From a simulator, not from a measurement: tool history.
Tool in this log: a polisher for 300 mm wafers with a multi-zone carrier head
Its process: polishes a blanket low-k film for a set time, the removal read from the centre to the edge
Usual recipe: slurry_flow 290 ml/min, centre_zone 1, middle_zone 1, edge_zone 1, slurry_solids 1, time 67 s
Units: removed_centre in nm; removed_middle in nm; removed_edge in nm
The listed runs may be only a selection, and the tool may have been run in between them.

run	hour	slurry_flow	centre_zone	middle_zone	edge_zone	slurry_solids	time	wafers since the last listed run	wafers polished on this pad	hours since the slurry nozzle was cleaned	hours since the centre zone pressure was calibrated	hours since the edge zone pressure was calibrated	hours since the carrier head's membrane was replaced	incoming thickness of the incoming film, nm	removed_centre	removed_middle	removed_edge
1	0	290	1	0.96	1	1	67	0	284	378.5	1086.7	802.4	1507.5	708.6	20.8	19.5	20.2
2	17.3	335	1	1	1	1	61	180	464	395.8	1104	819.7	1524.8	706.7	18.8	17.7	17.7
# hour 43.9: worn pad replaced by a new one
3	51.9	290	1	1.07	1	0.85	67	318	82	430.4	1138.6	854.3	1559.4	719	19.1	19.7	18.4
4	72.4	290	1	1.07	1	0.85	67	213	296	450.9	1159.1	874.8	1579.9	719.7	19.1	19.1	18.2
5	105.2	290	1.05	1	1	1	67	341	637	483.7	1191.9	907.6	1612.7	711	19.8	18.2	18.4
# hour 115.5: worn pad replaced by a new one
# hour 130.9: slurry nozzle cleaned
6	131.4	290	1.05	1	1	1	67	220	155	0.5	1218.1	933.8	1638.9	732.8	21.5	20	20.2
# hour 142.4: carrier head's membrane replaced by a new one, of another model than before
7	150.2	290	1	1	1	1	67	143	298	19.3	1236.9	952.6	7.8	734.1	19.9	19.4	19.9
# hour 179.6: centre zone pressure recalibrated
# hour 182.7: worn pad replaced by a new one
8	183.2	290	1	1	1	1	67	289	5	52.3	3.6	985.6	40.8	729.4	20.6	20.2	20.2
9	211.9	290	0.9	0.9	0.93	1.25	67	298	303	81	32.3	1014.3	69.5	709.4	19.3	18.5	20.5
10	229.1	200	0.96	1	1	1.15	88	178	482	98.2	49.5	1031.5	86.7	717.5	24.2	25.4	25.7
11	250.6	290	1	1	1	0.7	67	223	706	119.7	71	1053	108.2	720.8	15.5	15.6	15.3
# hour 264.6: worn pad replaced by a new one
12	273.8	290	1	1	1	1	67	199	95	142.9	94.2	1076.2	131.4	727.4	20.5	19.6	20.4
# hour 277.8: edge zone pressure recalibrated
13	291.7	290	0.96	1	1	1.2	67	165	261	160.8	112.1	13.9	149.3	721	21	21.4	21.5
14	321.5	240	1	0.88	0.97	1.1	67	310	571	190.6	141.9	43.7	179.1	734.5	19.1	16.1	18.6
# hour 329.4: worn pad replaced by a new one
15	336.9	290	1	1	1	0.8	67	118	77	206	157.3	59.1	194.5	729.7	19.2	18.2	18.5
16	357.6	290	1	1	1.09	1	67	215	293	226.7	178	79.8	215.2	722.5	20.6	20.4	21.5

Forecast each of these 3 alternatives for the next run:
A	358	290	1	1	1	1	67	4	297	227.1	178.4	80.2	215.6	721.9	?	?	?
B	358	205	0.9	1	1.09	1.25	67	4	297	227.1	178.4	80.2	215.6	721.9	?	?	?
C	358	290	0.9	1	1	1	67	4	297	227.1	178.4	80.2	215.6	721.9	?	?	?

run	removed_centre	removed_middle	removed_edge
A	20.6	19.4	20.1
B	18.6	20.3	22.8
C	17.9	19.5	20.1
With no hidden state in the tool, these same runs would have given:
run	removed_centre	removed_middle	removed_edge
A	21.1	19.9	20.5
B	19	20.7	23.3
C	18.3	19.9	20.5
